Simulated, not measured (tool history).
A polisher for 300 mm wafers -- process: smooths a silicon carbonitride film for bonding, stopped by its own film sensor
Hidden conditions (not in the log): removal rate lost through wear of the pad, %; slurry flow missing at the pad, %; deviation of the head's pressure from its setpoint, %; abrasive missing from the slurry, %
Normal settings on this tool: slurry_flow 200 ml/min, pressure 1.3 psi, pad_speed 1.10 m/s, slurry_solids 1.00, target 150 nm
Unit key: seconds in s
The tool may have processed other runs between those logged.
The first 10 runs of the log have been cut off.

| run | hour | slurry_flow | pressure | pad_speed | slurry_solids | target | wafers since the last listed run | wafers polished on this pad | hours since the slurry nozzle was cleaned | hours since the head pressure was calibrated | hours since the slurry blender was calibrated | incoming thickness of the incoming film, nm | seconds |
|---|---|---|---|---|---|---|---|---|---|---|---|---|---|
|  | 109.8 | slurry blender recalibrated |
| 11 | 115.0 | 200 | 1.3 | 1.10 | 1.00 | 150 | 69 | 441 | 11.6 | 786.0 | 5.2 | 160.4 | 65.0 |
|  | 124.2 | head pressure recalibrated |
| 12 | 125.2 | 200 | 1.3 | 1.10 | 1.00 | 150 | 62 | 504 | 21.8 | 1.0 | 15.4 | 161.4 | 70.5 |
| 13 | 138.1 | 200 | 1.7 | 1.10 | 1.00 | 150 | 99 | 603 | 34.7 | 13.9 | 28.3 | 158.4 | 40.1 |
| 14 | 151.5 | 200 | 1.3 | 1.10 | 1.25 | 150 | 102 | 706 | 48.1 | 27.3 | 41.7 | 161.3 | 61.8 |
| 15 | 157.9 | 200 | 1.3 | 1.10 | 1.00 | 150 | 49 | 755 | 54.5 | 33.7 | 48.1 | 161.6 | 72.9 |
| 16 | 164.3 | 200 | 1.3 | 1.10 | 1.00 | 150 | 49 | 804 | 60.9 | 40.1 | 54.5 | 161.3 | 69.9 |
| 17 | 174.5 | 200 | 1.7 | 1.10 | 1.00 | 149 | 78 | 882 | 71.1 | 50.3 | 64.7 | 160.1 | 52.8 |
|  | 186.6 | worn pad replaced by a new one |
| 18 | 187.1 | 215 | 1.3 | 1.10 | 1.00 | 150 | 66 | 3 | 83.7 | 62.9 | 77.3 | 159.7 | 61.7 |
| 19 | 193.6 | 200 | 1.3 | 1.10 | 1.00 | 150 | 49 | 53 | 90.2 | 69.4 | 83.8 | 160.0 | 64.0 |
| 20 | 205.6 | 140 | 1.3 | 1.10 | 1.00 | 148 | 92 | 145 | 102.2 | 81.4 | 95.8 | 160.2 | 81.4 |
| 21 | 217.2 | 225 | 1.6 | 1.10 | 1.00 | 151 | 89 | 234 | 113.8 | 93.0 | 107.4 | 159.9 | 44.4 |
| 22 | 227.4 | 200 | 1.3 | 1.10 | 1.00 | 150 | 78 | 313 | 124.0 | 103.2 | 117.6 | 161.2 | 71.3 |
| 23 | 237.6 | 250 | 0.9 | 1.10 | 0.80 | 150 | 78 | 391 | 134.2 | 113.4 | 127.8 | 158.9 | 97.8 |
| 24 | 243.7 | 150 | 1.3 | 1.10 | 1.00 | 150 | 46 | 438 | 140.3 | 119.5 | 133.9 | 159.3 | 60.3 |
| 25 | 253.0 | 200 | 1.3 | 1.10 | 1.00 | 150 | 71 | 509 | 149.6 | 128.8 | 143.2 | 160.6 | 67.4 |
| 26 | 263.0 | 200 | 1.2 | 1.10 | 1.20 | 150 | 76 | 586 | 159.6 | 138.8 | 153.2 | 159.1 | 55.9 |
| 27 | 278.8 | 170 | 1.3 | 0.80 | 1.00 | 150 | 121 | 707 | 175.4 | 154.6 | 169.0 | 160.1 | 86.3 |
| 28 | 288.5 | 200 | 1.3 | 1.10 | 1.00 | 150 | 74 | 782 | 185.1 | 164.3 | 178.7 | 160.7 | 68.8 |
| 29 | 300.4 | 200 | 1.3 | 1.10 | 1.00 | 150 | 91 | 873 | 197.0 | 176.2 | 190.6 | 158.8 | 58.1 |
|  | 309.8 | worn pad replaced by a new one |
| 30 | 312.6 | 230 | 1.3 | 1.38 | 1.00 | 150 | 62 | 21 | 209.2 | 188.4 | 202.8 | 157.2 | 37.9 |

Branching from run 30: 4 alternative next runs. What would each branch give?
| A | 313.0 | 200 | 1.3 | 1.10 | 1.00 | 150 | 3 | 24 | 209.6 | 188.8 | 203.2 | 158.9 | ? |
| B | 313.0 | 200 | 1.5 | 1.10 | 1.15 | 147 | 3 | 24 | 209.6 | 188.8 | 203.2 | 158.9 | ? |
| C | 313.0 | 265 | 1.3 | 1.24 | 1.00 | 150 | 3 | 24 | 209.6 | 188.8 | 203.2 | 158.9 | ? |
| D | 313.0 | 175 | 1.5 | 0.92 | 1.00 | 150 | 3 | 24 | 209.6 | 188.8 | 203.2 | 158.9 | ? |

| run | seconds |
|---|---|
| A | 58.9 |
| B | 61.4 |
| C | 51.6 |
| D | 60.1 |
Without the tool's unlogged condition, the same runs would have read:
| run | seconds |
|---|---|
| A | 55.2 |
| B | 58.1 |
| C | 48.4 |
| D | 56.4 |

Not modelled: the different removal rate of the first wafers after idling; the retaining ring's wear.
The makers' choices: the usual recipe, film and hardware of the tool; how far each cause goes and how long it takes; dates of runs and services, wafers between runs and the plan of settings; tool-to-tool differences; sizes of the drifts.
